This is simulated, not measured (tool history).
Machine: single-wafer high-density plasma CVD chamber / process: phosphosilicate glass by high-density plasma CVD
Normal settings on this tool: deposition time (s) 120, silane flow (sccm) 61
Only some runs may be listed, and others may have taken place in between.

run   hour  deposition time (s)  silane flow (sccm)  wafers since the last listed run  hours since the silane flow controller was replaced  hours since the gauge calibration  read-back reference wafer on the same gauge, thickness_nm  mean film thickness on the monitor wafer (Å)
  1    0.0                  120                  61                                 0                                               1412.3                              269.1                                                    862.399                                       7382.97
  2   33.9                  120                  61                               252                                               1446.2                              303.0                                                    863.426                                       7303.64
  3   49.5                  120                  61                               116                                               1461.8                              318.6                                                    864.120                                       7326.26
  4   65.0                  120                  61                               115                                               1477.3                              334.1                                                    864.131                                       7257.79
  5  101.8                  109                  61                               274                                               1514.1                              370.9                                                    864.179                                       6549.97
  6  126.8                  109                  61                               186                                               1539.1                              395.9                                                    863.869                                       6521.06
  7  150.0                  109                  61                               172                                               1562.3                              419.1                                                    864.958                                       6562.96
  8  179.1                  120                  61                               216                                               1591.4                              448.2                                                    865.601                                       7283.14
  9  213.6                  120                  61                               256                                               1625.9                              482.7                                                    864.958                                       7261.23
 10  231.4                  120                  61                               132                                               1643.7                              500.5                                                    863.364                                       7220.14
 11  253.7                  120                  53                               166                                               1666.0                              522.8                                                    864.589                                       6252.18
 12  306.4                  120                  53                               392                                               1718.7                              575.5                                                    863.773                                       6281.65
 13  339.2                  131                  61                               244                                               1751.5                              608.3                                                    864.822                                       7750.19
 14  354.2                  131                  61                               111                                               1766.5                              623.3                                                    863.870                                       7830.26
 15  374.6                  111                  66                               151                                               1786.9                              643.7                                                    863.816                                       7158.02
 16  452.3                  120                  53                               578                                               1864.6                              721.4                                                    863.737                                       6219.90
     461.5  -- gauge calibrated
 17  476.7                  101                  61                               181                                               1889.0                               15.2                                                    863.746                                       5966.66
 18  490.3                  120                  61                               101                                               1902.6                               28.8                                                    864.379                                       7115.28
     505.5  -- silane flow controller replaced
 19  523.3                  120                  61                               186                                                 17.8                               61.8                                                    864.977                                       7520.42
 20  554.5                  109                  61                               232                                                 49.0                               93.0                                                    862.879                                       6810.60
 21  570.3                  130                  71                               117                                                 64.8                              108.8                                                    864.230                                       9504.37
 22  600.4                  132                  72                               224                                                 94.9                              138.9                                                    863.224                                       9662.70
 23  616.8                  137                  50                               122                                                111.3                              155.3                                                    863.808                                       7187.49
 24  635.6                  105                  50                               140                                                130.1                              174.1                                                    863.598                                       5499.48
 25  654.7                  101                  66                               142                                                149.2                              193.2                                                    865.288                                       6813.87
 26  685.7                  120                  61                               230                                                180.2                              224.2                                                    863.750                                       7554.14
 27  779.7                  103                  50                               700                                                274.2                              318.2                                                    864.030                                       5376.76
 28  802.3                  141                  55                               168                                                296.8                              340.8                                                    864.683                                       8059.55

A few steps of mean film thickness on the monitor wafer (Å) between consecutive runs. Split each: what settings, incoming material and random variation would produce without the hidden state, and what is left over for the hidden state, along with gauge scatter present in only one of the two compared results (measured, and without hidden state):
What the log doesn't record here: delivered silane flow above the setpoint (%); gauge reads high (%).
Run 12 -> 13: deposition time (s) 120 -> 131, silane flow (sccm) 53 -> 61. mean film thickness on the monitor wafer (Å) +1468.54: hidden state -92.80, all else +1561.34.
Run 18 -> 19: silane flow controller replaced. mean film thickness on the monitor wafer (Å) +405.14: hidden state +444.57, all else -39.43.
Run 20 -> 21: deposition time (s) 109 -> 130, silane flow (sccm) 61 -> 71. mean film thickness on the monitor wafer (Å) +2693.77: hidden state -5.19, all else +2698.96.
Run 27 -> 28: deposition time (s) 103 -> 141, silane flow (sccm) 50 -> 55. mean film thickness on the monitor wafer (Å) +2682.79: hidden state -9.47, all else +2692.26.
